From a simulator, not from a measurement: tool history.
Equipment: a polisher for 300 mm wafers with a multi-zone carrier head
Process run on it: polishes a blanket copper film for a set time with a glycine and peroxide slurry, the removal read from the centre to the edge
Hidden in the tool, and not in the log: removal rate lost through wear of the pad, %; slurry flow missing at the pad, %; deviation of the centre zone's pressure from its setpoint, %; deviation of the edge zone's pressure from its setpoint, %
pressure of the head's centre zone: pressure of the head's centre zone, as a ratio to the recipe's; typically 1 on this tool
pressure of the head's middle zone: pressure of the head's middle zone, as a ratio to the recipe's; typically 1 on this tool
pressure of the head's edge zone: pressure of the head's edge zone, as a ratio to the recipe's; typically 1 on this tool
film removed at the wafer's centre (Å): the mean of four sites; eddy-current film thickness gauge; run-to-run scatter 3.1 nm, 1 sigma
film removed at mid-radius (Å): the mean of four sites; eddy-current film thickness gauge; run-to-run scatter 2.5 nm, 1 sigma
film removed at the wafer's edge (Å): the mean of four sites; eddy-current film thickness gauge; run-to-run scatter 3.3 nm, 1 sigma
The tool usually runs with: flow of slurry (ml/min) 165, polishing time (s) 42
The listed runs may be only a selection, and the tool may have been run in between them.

run   hour  flow of slurry (ml/min)  pressure of the head's centre zone  pressure of the head's middle zone  pressure of the head's edge zone  polishing time (s)  wafers since the last listed run  wafers polished on this pad  hours since the slurry nozzle was cleaned  hours since the centre zone pressure was calibrated  hours since the edge zone pressure was calibrated  hours since the carrier head's membrane was replaced  incoming thickness of the incoming film, nm  film removed at the wafer's centre (Å)  film removed at mid-radius (Å)  film removed at the wafer's edge (Å)
  1      0                      165                                   1                                   1                                 1                  42                                 0                         1900                                         59                                                241.1                                              404.1                                                 758.9                                       1254.8                                    2235                            2152                                  2291
  2   39.7                      165                                   1                                   1                                 1                  42                               490                         2391                                       98.7                                                280.8                                              443.8                                                 798.6                                       1248.1                                    2212                            2164                                  2264
      51.2  -- worn pad replaced by a new one
  3   69.9                      165                                   1                                   1                                 1                  42                               323                          230                                      128.9                                                  311                                                474                                                 828.8                                       1252.8                                    2207                            2153                                  2218
      87.9  -- centre zone pressure recalibrated
  4  101.2                      165                                   1                                   1                                 1                  42                               362                          592                                      160.2                                                 13.3                                              505.3                                                 860.1                                       1262.1                                    2220                            2121                                  2219
  5  136.9                      165                                   1                                   1                                 1                  42                               441                         1034                                      195.9                                                   49                                                541                                                 895.8                                       1261.1                                    2186                            2134                                  2273
     170.4  -- slurry nozzle cleaned
  6  202.9                      165                                   1                                   1                                 1                  42                               803                         1838                                       32.5                                                  115                                                607                                                 961.8                                       1263.4                                    2278                            2193                                  2285
     221.5  -- worn pad replaced by a new one
  7  248.6                      165                                   1                                   1                                 1                  42                               515                          334                                       78.2                                                160.7                                              652.7                                                1007.5                                       1264.2                                    2197                            2167                                  2270
  8  296.4                      165                                   1                                   1                                 1                  42                               591                          925                                        126                                                208.5                                              700.5                                                1055.3                                       1272.5                                    2188                            2145                                  2202
  9  341.6                      190                                   1                                   1                              1.05                  42                               558                         1484                                      171.2                                                253.7                                              745.7                                                1100.5                                       1252.4                                    2232                            2153                                  2356
 10  382.3                      165                                   1                                   1                                 1                  42                               503                         1987                                      211.9                                                294.4                                              786.4                                                1141.2                                       1272.3                                    2100                            2124                                  2138
     409.1  -- worn pad replaced by a new one
     410.4  -- slurry nozzle cleaned
 11  445.9                      165                                   1                                   1                                 1                  42                               724                          442                                       35.5                                                  358                                                850                                                1204.8                                       1281.5                                    2271                            2248                                  2311
     459.5  -- carrier head's membrane replaced by a new one
     480.1  -- centre zone pressure recalibrated
     496.2  -- edge zone pressure recalibrated
 12    560                      165                                0.89                                   1                                 1                  42                              1299                         1742                                      149.6                                                 79.9                                               63.8                                                 100.5                                       1254.2                                    1920                            2165                                  2193
 13  587.2                      165                                   1                                   1                                 1                  42                               336                         2078                                      176.8                                                107.1                                                 91                                                 127.7                                       1246.4                                    2177                            2123                                  2219
     614.6  -- slurry nozzle cleaned
     619.1  -- worn pad replaced by a new one
 14  642.9                      165                                   1                                0.95                                 1                  53                               626                          294                                       28.3                                                162.8                                              146.7                                                 183.4                                       1264.2                                    2857                            2735                                  2916
 15  672.8                      165                                   1                                   1                                 1                  32                               369                          664                                       58.2                                                192.7                                              176.6                                                 213.3                                       1253.1                                    1719                            1658                                  1736
 16  735.9                      215                                1.08                                   1                                 1                  32                               780                         1444                                      121.3                                                255.8                                              239.7                                                 276.4                                       1248.1                                    1958                            1716                                  1774
 17  760.9                      165                                 1.1                                   1                               1.1                  29                               309                         1753                                      146.3                                                280.8                                              264.7                                                 301.4                                       1245.6                                    1681                            1444                                  1589
 18  793.2                      165                                   1                                   1                                 1                  42                               399                         2152                                      178.6                                                313.1                                                297                                                 333.7                                       1242.5                                    2151                            2150                                  2166
     797.8  -- worn pad replaced by a new one
     821.5  -- centre zone pressure recalibrated
     844.8  -- slurry nozzle cleaned
 19  850.9                      225                                1.05                                 0.9                              1.12                  42                               626                          619                                        6.1                                                 29.4                                              354.7                                                 391.4                                         1247                                    2655                            2178                                  2559
 20  890.3                      165                                   1                                   1                                 1                  42                               487                         1106                                       45.5                                                 68.8                                              394.1                                                 430.8                                       1249.9                                    2321                            2233                                  2288
 21  933.4                      165                                   1                                   1                                 1                  42                               532                         1639                                       88.6                                                111.9                                              437.2                                                 473.9                                       1271.3                                    2198                            2178                                  2219
 22  970.2                      165                                0.91                                1.11                              1.03                  42                               455                         2094                                      125.4                                                148.7                                                474                                                 510.7                                       1261.4                                    1975                            2358                                  2196

3 options for the next run, each taken on its own from the tool as it stands now. Forecast them:
  A  970.6                      165                                   1                                0.93                                 1                  42                                 4                         2099                                      125.8                                                149.1                                              474.4                                                 511.1                                       1248.7                                       ?                               ?                                     ?
  B  970.6                      165                                   1                                   1                              0.89                  53                                 4                         2099                                      125.8                                                149.1                                              474.4                                                 511.1                                       1248.7                                       ?                               ?                                     ?
  C  970.6                      195                                1.06                                0.95                                 1                  49                                 4                         2099                                      125.8                                                149.1                                              474.4                                                 511.1                                       1248.7                                       ?                               ?                                     ?

run  film removed at the wafer's centre (Å)  film removed at mid-radius (Å)  film removed at the wafer's edge (Å)
  A                                    2210                            2044                                  2225
  B                                    2790                            2741                                  2656
  C                                    2855                            2520                                  2666
Take away the tool's hidden state, keep each run's random variation, and the runs would have read:
run  film removed at the wafer's centre (Å)  film removed at mid-radius (Å)  film removed at the wafer's edge (Å)
  A                                    2353                            2160                                  2315
  B                                    2971                            2898                                  2763
  C                                    3008                            2640                                  2759

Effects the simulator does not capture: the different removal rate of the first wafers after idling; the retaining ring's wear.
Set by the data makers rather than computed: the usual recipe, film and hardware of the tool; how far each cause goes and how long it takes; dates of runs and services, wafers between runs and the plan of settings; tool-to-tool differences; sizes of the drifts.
